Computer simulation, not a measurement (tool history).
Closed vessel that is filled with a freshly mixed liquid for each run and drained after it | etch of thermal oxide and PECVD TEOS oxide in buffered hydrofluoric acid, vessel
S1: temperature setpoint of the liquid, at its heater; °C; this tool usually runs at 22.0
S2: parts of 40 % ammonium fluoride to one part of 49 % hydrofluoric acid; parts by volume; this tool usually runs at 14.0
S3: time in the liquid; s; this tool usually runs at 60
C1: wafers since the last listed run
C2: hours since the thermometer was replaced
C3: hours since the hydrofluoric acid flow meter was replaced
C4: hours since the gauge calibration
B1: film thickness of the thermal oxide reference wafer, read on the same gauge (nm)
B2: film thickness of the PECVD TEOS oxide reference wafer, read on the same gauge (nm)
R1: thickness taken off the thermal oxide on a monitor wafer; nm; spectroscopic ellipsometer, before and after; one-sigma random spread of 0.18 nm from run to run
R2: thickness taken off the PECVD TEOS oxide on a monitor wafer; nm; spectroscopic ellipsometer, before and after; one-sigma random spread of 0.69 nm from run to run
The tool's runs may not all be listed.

{"run": 1, "hour": 0.0, "S1": 22.0, "S2": 14.0, "S3": 60, "C1": 0, "C2": 1879.4, "C3": 2081.9, "C4": 377.5, "B1": 99.97, "B2": 50.0, "R1": 37.77, "R2": 84.09}
{"run": 2, "hour": 25.7, "S1": 22.0, "S2": 14.0, "S3": 60, "C1": 3573, "C2": 1905.1, "C3": 2107.6, "C4": 403.2, "B1": 100.01, "B2": 49.98, "R1": 37.71, "R2": 83.79}
{"run": 3, "hour": 46.1, "S1": 22.0, "S2": 14.0, "S3": 60, "C1": 2836, "C2": 1925.5, "C3": 2128.0, "C4": 423.6, "B1": 99.96, "B2": 49.96, "R1": 37.9, "R2": 84.06}
{"run": 4, "hour": 74.1, "S1": 22.0, "S2": 14.0, "S3": 60, "C1": 3893, "C2": 1953.5, "C3": 2156.0, "C4": 451.6, "B1": 100.02, "B2": 50.01, "R1": 37.92, "R2": 83.26}
{"run": 5, "hour": 99.8, "S1": 22.0, "S2": 14.0, "S3": 60, "C1": 3573, "C2": 1979.2, "C3": 2181.7, "C4": 477.3, "B1": 99.97, "B2": 49.99, "R1": 37.54, "R2": 84.71}
{"run": 6, "hour": 116.9, "S1": 22.0, "S2": 14.0, "S3": 60, "C1": 2377, "C2": 1996.3, "C3": 2198.8, "C4": 494.4, "B1": 99.99, "B2": 50.01, "R1": 37.85, "R2": 84.68}
{"run": 7, "hour": 130.3, "S1": 22.0, "S2": 14.0, "S3": 80, "C1": 1863, "C2": 2009.7, "C3": 2212.2, "C4": 507.8, "B1": 99.98, "B2": 50.01, "R1": 50.4, "R2": 113.25}
{"run": 8, "hour": 159.2, "S1": 22.0, "S2": 14.0, "S3": 80, "C1": 4018, "C2": 2038.6, "C3": 2241.1, "C4": 536.7, "B1": 99.97, "B2": 49.98, "R1": 49.97, "R2": 111.94}
{"run": 9, "hour": 183.2, "S1": 18.0, "S2": 16.5, "S3": 60, "C1": 3337, "C2": 2062.6, "C3": 2265.1, "C4": 560.7, "B1": 99.98, "B2": 49.96, "R1": 25.83, "R2": 57.23}
{"run": 10, "hour": 207.4, "S1": 22.0, "S2": 14.0, "S3": 60, "C1": 3365, "C2": 2086.8, "C3": 2289.3, "C4": 584.9, "B1": 99.98, "B2": 49.99, "R1": 37.13, "R2": 83.54}
{"run": 11, "hour": 223.0, "S1": 24.5, "S2": 16.0, "S3": 60, "C1": 2169, "C2": 2102.4, "C3": 2304.9, "C4": 600.5, "B1": 99.99, "B2": 50.01, "R1": 37.61, "R2": 83.17}
{"hour": 236.3, "done": "gauge calibrated"}
{"run": 12, "hour": 256.5, "S1": 25.0, "S2": 9.5, "S3": 75, "C1": 4658, "C2": 2135.9, "C3": 2338.4, "C4": 20.2, "B1": 100.0, "B2": 49.99, "R1": 80.93, "R2": 177.11}
{"hour": 270.9, "done": "thermometer replaced"}
{"run": 13, "hour": 287.6, "S1": 22.0, "S2": 14.0, "S3": 45, "C1": 4185, "C2": 16.7, "C3": 2369.5, "C4": 51.3, "B1": 100.03, "B2": 49.99, "R1": 27.91, "R2": 62.26}
{"run": 14, "hour": 315.2, "S1": 19.5, "S2": 10.0, "S3": 50, "C1": 3837, "C2": 44.3, "C3": 2397.1, "C4": 78.9, "B1": 99.95, "B2": 49.97, "R1": 37.88, "R2": 83.66}

What will run 15 give?
{"run": 15, "hour": 338.3, "S1": 17.5, "S2": 14.0, "S3": 60, "C1": 3212, "C2": 67.4, "C3": 2420.2, "C4": 102.0, "B1": "?", "B2": "?", "R1": "?", "R2": "?"}

{"run 15": {"B1": 100.04, "B2": 50.0, "R1": 29.12, "R2": 64.0}}
With no hidden state in the tool, this same run would have given R1 31.44 nm, R2 69.10 nm.
